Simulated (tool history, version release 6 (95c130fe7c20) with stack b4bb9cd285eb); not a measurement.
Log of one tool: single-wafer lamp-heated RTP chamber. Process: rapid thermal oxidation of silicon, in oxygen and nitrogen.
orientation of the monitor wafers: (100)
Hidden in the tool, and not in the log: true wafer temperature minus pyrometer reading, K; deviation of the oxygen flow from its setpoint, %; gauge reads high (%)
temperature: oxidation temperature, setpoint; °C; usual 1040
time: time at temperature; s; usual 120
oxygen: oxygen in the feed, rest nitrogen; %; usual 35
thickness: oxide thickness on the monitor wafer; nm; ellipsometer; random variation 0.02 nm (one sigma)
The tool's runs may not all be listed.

| run | hour | temperature | time | oxygen | wafers since the last listed run | wafers since the last pyrometer calibration | hours since the oxygen flow controller was replaced | hours since the gauge calibration | read-back reference wafer on the same gauge, thickness | thickness |
|---|---|---|---|---|---|---|---|---|---|---|
| 1 | 0 | 1034 | 120 | 35 | 0 | 5735 | 2737.2 | 84.7 | 5.676 | 7.187 |
| 2 | 11.4 | 1034 | 120 | 35 | 87 | 5822 | 2748.6 | 96.1 | 5.683 | 7.152 |
| 3 | 18.2 | 1034 | 120 | 35 | 52 | 5875 | 2755.4 | 102.9 | 5.68 | 7.161 |
| 4 | 29.2 | 1040 | 120 | 35 | 84 | 5959 | 2766.4 | 113.9 | 5.681 | 7.511 |
| 5 | 44.6 | 1040 | 120 | 35 | 118 | 6078 | 2781.8 | 129.3 | 5.68 | 7.474 |
| 6 | 51.9 | 1040 | 120 | 35 | 56 | 6134 | 2789.1 | 136.6 | 5.676 | 7.483 |
| 7 | 66.3 | 1040 | 120 | 35 | 110 | 6245 | 2803.5 | 151 | 5.677 | 7.452 |
| 8 | 78.1 | 1040 | 120 | 35 | 90 | 6336 | 2815.3 | 162.8 | 5.677 | 7.444 |
| 9 | 88.9 | 1040 | 120 | 35 | 83 | 6419 | 2826.1 | 173.6 | 5.677 | 7.477 |
| 10 | 126.7 | 1040 | 120 | 35 | 290 | 6710 | 2863.9 | 211.4 | 5.677 | 7.476 |
| 11 | 138.9 | 1040 | 120 | 35 | 93 | 6804 | 2876.1 | 223.6 | 5.68 | 7.482 |
| 12 | 150.7 | 1040 | 120 | 45 | 90 | 6894 | 2887.9 | 235.4 | 5.681 | 8.204 |
| 13 | 165 | 1040 | 120 | 45 | 110 | 7004 | 2902.2 | 249.7 | 5.685 | 8.204 |
| 14 | 171.2 | 1040 | 120 | 17 | 47 | 7052 | 2908.4 | 255.9 | 5.678 | 5.802 |
| 15 | 186.2 | 1047 | 120 | 55 | 115 | 7168 | 2923.4 | 270.9 | 5.682 | 9.248 |
| 16 | 195.3 | 1047 | 120 | 55 | 70 | 7238 | 2932.5 | 280 | 5.676 | 9.23 |
| 17 | 212.6 | 1010 | 120 | 62 | 133 | 7371 | 2949.8 | 297.3 | 5.676 | 7.453 |
| 18 | 226.9 | 1040 | 120 | 35 | 110 | 7481 | 2964.1 | 311.6 | 5.684 | 7.499 |
| 19 | 238.8 | 1040 | 140 | 17 | 91 | 7572 | 2976 | 323.5 | 5.681 | 6.226 |
| 20 | 282.9 | 1040 | 79 | 35 | 339 | 7912 | 3020.1 | 367.6 | 5.678 | 6.195 |
|  | 306.6 | oxygen flow controller replaced |
| 21 | 307.1 | 1040 | 120 | 59 | 124 | 8036 | 0.5 | 391.8 | 5.682 | 9.092 |
| 22 | 308.8 | 1030 | 165 | 47 | 13 | 8049 | 2.2 | 393.5 | 5.682 | 9.044 |
|  | 321.8 | pyrometer window cleaned and pyrometer calibrated |
| 23 | 322.3 | 1016 | 89 | 35 | 42 | 3 | 15.7 | 407 | 5.678 | 5.255 |
| 24 | 338.4 | 1065 | 92 | 35 | 123 | 127 | 31.8 | 423.1 | 5.679 | 7.434 |
|  | 343.8 | gauge calibrated |
| 25 | 354.5 | 1028 | 77 | 35 | 123 | 251 | 47.9 | 10.7 | 5.681 | 5.394 |
| 26 | 364.2 | 1065 | 142 | 22 | 74 | 326 | 57.6 | 20.4 | 5.677 | 7.683 |
| 27 | 374.8 | 1040 | 120 | 35 | 81 | 407 | 68.2 | 31 | 5.673 | 7.154 |
| 28 | 390.9 | 1040 | 148 | 17 | 123 | 531 | 84.3 | 47.1 | 5.679 | 6.11 |
| 29 | 404.1 | 1016 | 120 | 53 | 101 | 633 | 97.5 | 60.3 | 5.676 | 6.961 |
| 30 | 419.6 | 1040 | 76 | 17 | 119 | 752 | 113 | 75.8 | 5.684 | 4.579 |
| 31 | 427 | 1040 | 120 | 52 | 56 | 809 | 120.4 | 83.2 | 5.685 | 8.255 |
| 32 | 437 | 1040 | 120 | 59 | 76 | 886 | 130.4 | 93.2 | 5.676 | 8.663 |

Hidden state or all else? Some run-to-run changes of thickness, split into what the settings, what came in and random variation would give without the hidden state, and what is left for the hidden state (with any gauge scatter that isn't in both results):
Run 14 -> 15: temperature 1040 -> 1047, oxygen 17 -> 55. thickness +3.446 nm: hidden state +0.248, all else +3.198.
Run 20 -> 21: time 79 -> 120, oxygen 35 -> 59, oxygen flow controller replaced. thickness +2.897 nm: hidden state +0.216, all else +2.681.
Run 22 -> 23: temperature 1030 -> 1016, time 165 -> 89, oxygen 47 -> 35, pyrometer window cleaned and pyrometer calibrated. thickness -3.789 nm: hidden state -0.596, all else -3.193.
Run 30 -> 31: time 76 -> 120, oxygen 17 -> 52. thickness +3.676 nm: hidden state +0.116, all else +3.56.

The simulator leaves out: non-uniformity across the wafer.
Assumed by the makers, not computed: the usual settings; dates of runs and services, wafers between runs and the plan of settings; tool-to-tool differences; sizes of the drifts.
